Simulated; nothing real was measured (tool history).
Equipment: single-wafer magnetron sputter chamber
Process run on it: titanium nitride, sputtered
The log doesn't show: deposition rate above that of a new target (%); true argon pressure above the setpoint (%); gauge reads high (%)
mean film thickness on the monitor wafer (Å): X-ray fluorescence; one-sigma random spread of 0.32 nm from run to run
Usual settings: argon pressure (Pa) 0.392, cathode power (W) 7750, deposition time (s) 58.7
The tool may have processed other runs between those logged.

run	hour	argon pressure (Pa)	cathode power (W)	deposition time (s)	wafers since the last listed run	wafers on the sputter target	hours since the last manometer calibration	hours since the magnet pack was replaced	hours since the gauge calibration	read-back reference wafer on the same gauge, thickness_nm	mean film thickness on the monitor wafer (Å)
1	0.0	0.392	7750	58.7	0	2095	960.0	9846.0	91.3	80.306	808.25
2	15.5	0.392	7750	58.7	196	2291	975.5	9861.5	106.8	80.334	804.33
3	24.6	0.392	7750	58.7	115	2407	984.6	9870.6	115.9	80.331	804.39
4	33.9	0.392	7750	58.7	117	2524	993.9	9879.9	125.2	80.351	815.02
5	51.0	0.392	7750	58.7	216	2741	1011.0	9897.0	142.3	80.281	805.03
6	64.1	0.392	6750	58.7	165	2907	1024.1	9910.1	155.4	80.279	706.50
7	72.8	0.392	8350	58.7	110	3017	1032.8	9918.8	164.1	80.192	870.72
8	80.0	0.392	8350	58.7	91	3108	1040.0	9926.0	171.3	80.205	865.61
9	98.0	0.392	6950	58.7	227	3336	1058.0	9944.0	189.3	80.406	718.88
10	109.8	0.392	6950	58.7	149	3485	1069.8	9955.8	201.1	80.201	722.53
11	122.5	0.392	7750	58.7	160	3646	1082.5	9968.5	213.8	80.246	805.12
# hour 128.7: gauge calibrated
# hour 132.2: sputter target and shields replaced
12	134.2	0.352	7750	58.7	46	25	1094.2	9980.2	5.5	80.279	794.70
# hour 147.4: magnet pack replaced
13	147.9	0.392	9150	55.2	72	97	1107.9	0.5	19.2	80.285	867.96
14	158.2	0.392	7750	58.7	130	227	1118.2	10.8	29.5	80.255	782.03
# hour 178.9: capacitance manometer re-zeroed and calibrated
15	179.4	0.302	7750	58.7	167	394	0.5	32.0	50.7	80.217	819.20
16	185.2	0.490	7750	58.7	73	468	6.3	37.8	56.5	80.342	735.11
# hour 194.5: sputter target and shields replaced, repeated, since the last time left the tool worse
17	195.0	0.237	9000	47.7	22	6	16.1	47.6	66.3	80.339	840.31
18	206.3	0.392	7750	63.1	143	149	27.4	58.9	77.6	80.111	873.11
19	218.5	0.392	6950	58.7	154	303	39.6	71.1	89.8	80.218	735.24

What does the tool deliver on the next run?
20	233.9	0.392	8900	47.0	194	498	55.0	86.5	105.2	?	?

read-back reference wafer on the same gauge, thickness_nm: 80.255
mean film thickness on the monitor wafer (Å): 746.32
The same run, on a tool lacking any hidden state, would have yielded mean film thickness on the monitor wafer (Å) 750.63.
